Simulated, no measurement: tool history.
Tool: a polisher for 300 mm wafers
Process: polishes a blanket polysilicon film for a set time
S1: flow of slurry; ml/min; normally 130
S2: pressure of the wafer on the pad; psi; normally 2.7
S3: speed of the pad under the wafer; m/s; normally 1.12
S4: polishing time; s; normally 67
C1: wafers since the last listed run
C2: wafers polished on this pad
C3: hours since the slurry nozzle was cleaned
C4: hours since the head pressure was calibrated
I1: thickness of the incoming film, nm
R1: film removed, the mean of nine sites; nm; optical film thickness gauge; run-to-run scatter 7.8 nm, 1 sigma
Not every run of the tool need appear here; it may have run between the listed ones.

run	hour	S1	S2	S3	S4	C1	C2	C3	C4	I1	R1
1	0.0	130	2.7	1.12	79	0	4227	122.2	64.2	1682.7	679.3
2	43.8	130	2.7	1.12	67	550	4778	166.0	108.0	1657.2	584.5
# hour 86.0: worn pad replaced by a new one
3	98.7	130	2.7	1.12	67	640	159	220.9	162.9	1661.8	569.4
4	126.8	130	2.7	1.12	67	353	512	249.0	191.0	1692.1	581.8
5	181.1	130	2.7	1.12	67	683	1195	303.3	245.3	1660.7	571.0
6	206.6	130	2.7	1.12	67	320	1516	328.8	270.8	1655.6	567.0
7	252.7	130	3.0	1.12	67	579	2096	374.9	316.9	1680.0	661.3
8	278.9	130	3.0	1.12	67	329	2426	401.1	343.1	1655.3	620.0
9	327.4	130	3.0	1.12	67	610	3036	449.6	391.6	1700.8	642.9
10	383.7	130	2.7	1.12	67	708	3744	505.9	447.9	1680.7	583.0
# hour 411.7: slurry nozzle cleaned
11	423.5	130	2.7	1.12	67	488	4232	11.8	487.7	1675.1	586.0
# hour 472.4: worn pad replaced by a new one
12	494.6	130	2.9	1.12	67	844	278	82.9	558.8	1666.4	615.0
13	549.0	130	2.9	1.12	67	684	963	137.3	613.2	1683.7	623.0
14	613.9	130	2.7	1.12	67	816	1779	202.2	678.1	1685.0	573.1
15	673.1	130	2.3	1.12	67	744	2524	261.4	737.3	1673.1	494.7
16	707.0	130	2.7	1.12	67	426	2950	295.3	771.2	1660.0	579.7
17	745.2	110	2.7	0.84	78	480	3431	333.5	809.4	1677.8	481.9
# hour 766.8: head pressure recalibrated
18	784.5	95	2.7	1.12	67	469	3900	372.8	17.7	1674.1	534.6
19	835.3	155	2.0	1.12	59	639	4539	423.6	68.5	1664.9	388.7
# hour 887.5: slurry nozzle cleaned
20	891.9	130	2.7	1.12	67	699	5239	4.4	125.1	1666.6	583.2
# hour 910.5: worn pad replaced by a new one
21	916.2	130	2.7	1.12	67	255	71	28.7	149.4	1666.2	588.3
22	957.1	140	2.1	1.48	60	514	585	69.6	190.3	1650.8	540.3
23	999.0	130	3.0	1.12	67	527	1112	111.5	232.2	1672.5	655.5
24	1032.6	165	2.4	1.00	67	422	1535	145.1	265.8	1692.0	469.1
25	1059.6	130	2.7	1.12	67	339	1875	172.1	292.8	1675.6	583.8
26	1098.1	130	2.7	1.12	67	484	2359	210.6	331.3	1656.4	564.0
27	1166.9	130	2.7	0.96	67	865	3224	279.4	400.1	1688.9	491.8
28	1196.2	130	2.7	1.12	67	368	3593	308.7	429.4	1649.8	579.0
29	1236.3	170	2.7	1.26	67	504	4097	348.8	469.5	1688.8	672.0
30	1275.9	130	3.4	1.12	77	498	4596	388.4	509.1	1657.1	827.7
31	1305.8	130	3.4	1.12	67	376	4972	418.3	539.0	1680.2	730.8
32	1333.6	130	2.7	1.12	67	349	5322	446.1	566.8	1655.1	579.5
# hour 1350.3: worn pad replaced by a new one
# hour 1363.0: slurry nozzle cleaned
33	1402.9	95	3.3	0.98	67	808	648	39.9	636.1	1688.6	586.9
34	1434.5	130	2.7	1.12	61	397	1046	71.5	667.7	1670.2	525.2
35	1492.6	130	2.7	1.12	54	730	1777	129.6	725.8	1633.0	468.0
# hour 1517.6: head pressure recalibrated
36	1561.5	130	2.7	1.12	67	841	2618	198.5	43.9	1703.8	585.5
37	1605.5	130	3.2	0.94	67	553	3172	242.5	87.9	1651.7	568.9

Here are 4 independent what-if runs from the current tool condition. What would each one return?
A	1605.9	130	2.7	0.74	67	5	3177	242.9	88.3	1636.8	?
B	1605.9	130	2.7	1.48	75	5	3177	242.9	88.3	1636.8	?
C	1605.9	90	1.9	1.12	76	5	3177	242.9	88.3	1636.8	?
D	1605.9	130	2.7	0.88	67	5	3177	242.9	88.3	1636.8	?

run	R1
A	369.8
B	828.0
C	414.8
D	439.8
Had the tool no hidden state, the same runs would have come out as:
run	R1
A	369.8
B	828.0
C	414.8
D	439.8
